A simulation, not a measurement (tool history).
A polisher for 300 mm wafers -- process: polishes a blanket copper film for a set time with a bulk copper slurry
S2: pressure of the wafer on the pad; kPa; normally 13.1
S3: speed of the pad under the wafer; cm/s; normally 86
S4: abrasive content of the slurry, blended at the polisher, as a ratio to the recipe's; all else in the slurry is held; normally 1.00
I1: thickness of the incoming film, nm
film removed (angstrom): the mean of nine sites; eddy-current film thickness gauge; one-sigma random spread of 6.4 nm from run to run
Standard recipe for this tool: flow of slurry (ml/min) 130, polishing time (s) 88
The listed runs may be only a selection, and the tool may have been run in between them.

{"run": 1, "hour": 0.0, "flow of slurry (ml/min)": 145, "S2": 13.1, "S3": 86, "S4": 1.0, "polishing time (s)": 88, "I1": 2513.1, "film removed (angstrom)": 5625}
{"hour": 86.9, "done": "worn pad replaced by a new one"}
{"run": 2, "hour": 99.0, "flow of slurry (ml/min)": 130, "S2": 13.1, "S3": 86, "S4": 1.0, "polishing time (s)": 88, "I1": 2544.1, "film removed (angstrom)": 5553}
{"hour": 102.0, "done": "slurry nozzle cleaned"}
{"hour": 163.2, "done": "slurry blender recalibrated"}
{"hour": 196.0, "done": "head pressure recalibrated"}
{"run": 3, "hour": 211.7, "flow of slurry (ml/min)": 130, "S2": 13.1, "S3": 86, "S4": 1.0, "polishing time (s)": 88, "I1": 2523.5, "film removed (angstrom)": 5231}
{"run": 4, "hour": 248.1, "flow of slurry (ml/min)": 130, "S2": 13.1, "S3": 86, "S4": 1.0, "polishing time (s)": 88, "I1": 2535.6, "film removed (angstrom)": 5070}
{"run": 5, "hour": 443.2, "flow of slurry (ml/min)": 130, "S2": 13.1, "S3": 86, "S4": 1.0, "polishing time (s)": 88, "I1": 2478.9, "film removed (angstrom)": 5332}
{"run": 6, "hour": 536.2, "flow of slurry (ml/min)": 130, "S2": 15.2, "S3": 86, "S4": 0.85, "polishing time (s)": 88, "I1": 2526.5, "film removed (angstrom)": 6008}
{"run": 7, "hour": 643.6, "flow of slurry (ml/min)": 130, "S2": 14.5, "S3": 86, "S4": 1.0, "polishing time (s)": 88, "I1": 2470.7, "film removed (angstrom)": 6007}
{"run": 8, "hour": 695.7, "flow of slurry (ml/min)": 140, "S2": 13.1, "S3": 86, "S4": 1.0, "polishing time (s)": 88, "I1": 2488.6, "film removed (angstrom)": 5663}
{"hour": 722.4, "done": "slurry nozzle cleaned"}
{"run": 9, "hour": 792.7, "flow of slurry (ml/min)": 85, "S2": 14.5, "S3": 86, "S4": 0.8, "polishing time (s)": 97, "I1": 2531.5, "film removed (angstrom)": 5785}
{"hour": 795.8, "done": "head pressure recalibrated"}
{"hour": 823.8, "done": "slurry blender recalibrated"}
{"hour": 862.1, "done": "worn pad replaced by a new one"}
{"run": 10, "hour": 896.3, "flow of slurry (ml/min)": 130, "S2": 11.0, "S3": 86, "S4": 1.0, "polishing time (s)": 88, "I1": 2502.3, "film removed (angstrom)": 4592}
{"run": 11, "hour": 959.0, "flow of slurry (ml/min)": 140, "S2": 13.1, "S3": 86, "S4": 1.0, "polishing time (s)": 88, "I1": 2504.8, "film removed (angstrom)": 5410}
{"run": 12, "hour": 996.1, "flow of slurry (ml/min)": 95, "S2": 13.1, "S3": 86, "S4": 1.25, "polishing time (s)": 88, "I1": 2495.7, "film removed (angstrom)": 5089}
{"run": 13, "hour": 1087.9, "flow of slurry (ml/min)": 130, "S2": 11.7, "S3": 86, "S4": 1.0, "polishing time (s)": 113, "I1": 2564.5, "film removed (angstrom)": 6407}
{"run": 14, "hour": 1227.2, "flow of slurry (ml/min)": 130, "S2": 13.1, "S3": 94, "S4": 1.1, "polishing time (s)": 88, "I1": 2475.7, "film removed (angstrom)": 6053}
{"run": 15, "hour": 1280.4, "flow of slurry (ml/min)": 155, "S2": 10.3, "S3": 110, "S4": 1.0, "polishing time (s)": 98, "I1": 2454.7, "film removed (angstrom)": 6817}
{"run": 16, "hour": 1335.3, "flow of slurry (ml/min)": 130, "S2": 13.1, "S3": 86, "S4": 1.0, "polishing time (s)": 88, "I1": 2504.3, "film removed (angstrom)": 5497}
{"hour": 1404.8, "done": "head pressure recalibrated"}
{"run": 17, "hour": 1418.4, "flow of slurry (ml/min)": 130, "S2": 13.1, "S3": 106, "S4": 1.15, "polishing time (s)": 88, "I1": 2497.9, "film removed (angstrom)": 6292}
{"hour": 1422.9, "done": "slurry blender recalibrated"}
{"hour": 1442.3, "done": "slurry nozzle cleaned"}
{"run": 18, "hour": 1506.8, "flow of slurry (ml/min)": 130, "S2": 13.1, "S3": 86, "S4": 1.0, "polishing time (s)": 88, "I1": 2515.2, "film removed (angstrom)": 5301}
{"hour": 1520.1, "done": "worn pad replaced by a new one"}
{"run": 19, "hour": 1563.0, "flow of slurry (ml/min)": 130, "S2": 13.1, "S3": 86, "S4": 1.0, "polishing time (s)": 88, "I1": 2510.9, "film removed (angstrom)": 5294}
{"run": 20, "hour": 1656.2, "flow of slurry (ml/min)": 145, "S2": 13.1, "S3": 56, "S4": 0.8, "polishing time (s)": 59, "I1": 2494.4, "film removed (angstrom)": 2456}
{"run": 21, "hour": 1725.3, "flow of slurry (ml/min)": 95, "S2": 11.0, "S3": 86, "S4": 1.15, "polishing time (s)": 76, "I1": 2470.0, "film removed (angstrom)": 3932}
{"run": 22, "hour": 1764.0, "flow of slurry (ml/min)": 130, "S2": 13.1, "S3": 86, "S4": 1.0, "polishing time (s)": 68, "I1": 2506.8, "film removed (angstrom)": 4216}
{"run": 23, "hour": 1827.9, "flow of slurry (ml/min)": 130, "S2": 10.3, "S3": 86, "S4": 0.7, "polishing time (s)": 88, "I1": 2519.0, "film removed (angstrom)": 4379}
{"run": 24, "hour": 1919.4, "flow of slurry (ml/min)": 130, "S2": 13.1, "S3": 86, "S4": 1.0, "polishing time (s)": 88, "I1": 2498.2, "film removed (angstrom)": 5712}

Forecast run 25:
{"run": 25, "hour": 1963.8, "flow of slurry (ml/min)": 130, "S2": 9.7, "S3": 86, "S4": 1.0, "polishing time (s)": 104, "I1": 2510.5, "film removed (angstrom)": "?"}

film removed (angstrom): 5247
If the tool had no hidden condition, the same run with the same run-to-run variation would have returned film removed (angstrom) 4908.
